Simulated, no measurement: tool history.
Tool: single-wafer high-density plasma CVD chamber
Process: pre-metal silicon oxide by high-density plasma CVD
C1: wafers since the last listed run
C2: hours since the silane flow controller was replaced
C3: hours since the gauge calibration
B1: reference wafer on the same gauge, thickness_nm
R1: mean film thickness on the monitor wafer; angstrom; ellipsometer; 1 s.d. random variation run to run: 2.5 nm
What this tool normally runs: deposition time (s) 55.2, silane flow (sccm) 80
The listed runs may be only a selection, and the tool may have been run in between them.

Run 1, hour 0: usual settings but deposition time (s) 50.6; C1 0; C2 2255.5; C3 1298.9; B1 507.457. Result: R1 4150.59 angstrom.
Run 2, hour 58.2: usual settings but deposition time (s) 50.6; C1 1093; C2 2313.7; C3 1357.1; B1 508.116. Result: R1 4149.45 angstrom.
Run 3, hour 262.8: usual settings; C1 3842; C2 2518.3; C3 1561.7; B1 508.128. Result: R1 4563.68 angstrom.
Run 4, hour 345.9: usual settings but silane flow (sccm) 75; C1 1560; C2 2601.4; C3 1644.8; B1 508.171. Result: R1 4264.37 angstrom.
Run 5, hour 442: usual settings but silane flow (sccm) 75; C1 1804; C2 2697.5; C3 1740.9; B1 507.921. Result: R1 4196.86 angstrom.
Run 6, hour 487.1: usual settings but silane flow (sccm) 75; C1 847; C2 2742.6; C3 1786; B1 507.801. Result: R1 4285.99 angstrom.
Run 7, hour 544.1: usual settings but deposition time (s) 48.6, silane flow (sccm) 85; C1 1070; C2 2799.6; C3 1843; B1 508.334. Result: R1 4211.53 angstrom.
At hour 685: gauge calibrated.
Run 8, hour 758.9: usual settings but deposition time (s) 48.6, silane flow (sccm) 85; C1 4034; C2 3014.4; C3 73.9; B1 507.227. Result: R1 4223.6 angstrom.
Run 9, hour 799.3: usual settings but deposition time (s) 48.6, silane flow (sccm) 85; C1 758; C2 3054.8; C3 114.3; B1 508.306. Result: R1 4235.3 angstrom.
Run 10, hour 853.1: usual settings but deposition time (s) 52.9, silane flow (sccm) 91; C1 1010; C2 3108.6; C3 168.1; B1 507.428. Result: R1 4912.17 angstrom.
Run 11, hour 909.1: usual settings but deposition time (s) 52.9, silane flow (sccm) 91; C1 1051; C2 3164.6; C3 224.1; B1 508.313. Result: R1 4937.8 angstrom.
Run 12, hour 977.9: usual settings but deposition time (s) 52.1, silane flow (sccm) 92; C1 1292; C2 3233.4; C3 292.9; B1 508.602. Result: R1 4946.96 angstrom.
Run 13, hour 1063.7: usual settings but silane flow (sccm) 85; C1 1611; C2 3319.2; C3 378.7; B1 507.819. Result: R1 4864.65 angstrom.
Run 14, hour 1142.3: usual settings; C1 1476; C2 3397.8; C3 457.3; B1 507.868. Result: R1 4479.53 angstrom.
Run 15, hour 1215.9: usual settings but deposition time (s) 51.6, silane flow (sccm) 89; C1 1382; C2 3471.4; C3 530.9; B1 507.429. Result: R1 4712.35 angstrom.
Run 16, hour 1258.2: usual settings but deposition time (s) 48.5, silane flow (sccm) 70; C1 794; C2 3513.7; C3 573.2; B1 506.378. Result: R1 3450.63 angstrom.
Run 17, hour 1326.4: usual settings but deposition time (s) 63.5, silane flow (sccm) 89; C1 1280; C2 3581.9; C3 641.4; B1 507.767. Result: R1 5787.74 angstrom.
At hour 1396.1: silane flow controller replaced.
Run 18, hour 1417.8: usual settings but deposition time (s) 47.5; C1 1566; C2 21.7; C3 732.8; B1 507.735. Result: R1 3927.37 angstrom.
Run 19, hour 1518.3: usual settings but deposition time (s) 48.7; C1 1887; C2 122.2; C3 833.3; B1 507.077. Result: R1 3957.79 angstrom.
Run 20, hour 1557.3: usual settings; C1 732; C2 161.2; C3 872.3; B1 508.635. Result: R1 4538.29 angstrom.
Run 21, hour 1616.5: usual settings but deposition time (s) 62.9, silane flow (sccm) 64; C1 1111; C2 220.4; C3 931.5; B1 507.624. Result: R1 4134.2 angstrom.
Run 22, hour 1722.6: usual settings but deposition time (s) 45.7, silane flow (sccm) 93; C1 1992; C2 326.5; C3 1037.6; B1 508.798. Result: R1 4363.33 angstrom.
Run 23, hour 1768.9: usual settings; C1 869; C2 372.8; C3 1083.9; B1 507.756. Result: R1 4561.16 angstrom.
Run 24, hour 1819.8: usual settings; C1 955; C2 423.7; C3 1134.8; B1 507.945. Result: R1 4533.95 angstrom.
Run 25, hour 2096.8: usual settings but silane flow (sccm) 75; C1 5202; C2 700.7; C3 1411.8; B1 508.096. Result: R1 4251.41 angstrom.

Consider 5 possible next runs. They are alternatives, not a sequence: every one starts from the tool as it was left by run 25. What does each give?
Run A, hour 2097.2: usual settings; C1 7; C2 701.1; C3 1412.2; B1 ?. Result: R1 ?.
Run B, hour 2097.2: usual settings but deposition time (s) 62.4, silane flow (sccm) 67; C1 7; C2 701.1; C3 1412.2; B1 ?. Result: R1 ?.
Run C, hour 2097.2: usual settings but deposition time (s) 59.9, silane flow (sccm) 75; C1 7; C2 701.1; C3 1412.2; B1 ?. Result: R1 ?.
Run D, hour 2097.2: usual settings but deposition time (s) 46.6, silane flow (sccm) 86; C1 7; C2 701.1; C3 1412.2; B1 ?. Result: R1 ?.
Run E, hour 2097.2: usual settings but deposition time (s) 45.9, silane flow (sccm) 68; C1 7; C2 701.1; C3 1412.2; B1 ?. Result: R1 ?.

run       B1       R1
  A  508.204  4498.95
  B  508.204  4259.34
  C  508.204  4576.89
  D  508.204  4082.88
  E  508.204  3179.83
Without the tool's unlogged condition, the same runs would have read:
run       R1
  A  4498.95
  B  4259.34
  C  4576.89
  D  4082.88
  E  3179.83

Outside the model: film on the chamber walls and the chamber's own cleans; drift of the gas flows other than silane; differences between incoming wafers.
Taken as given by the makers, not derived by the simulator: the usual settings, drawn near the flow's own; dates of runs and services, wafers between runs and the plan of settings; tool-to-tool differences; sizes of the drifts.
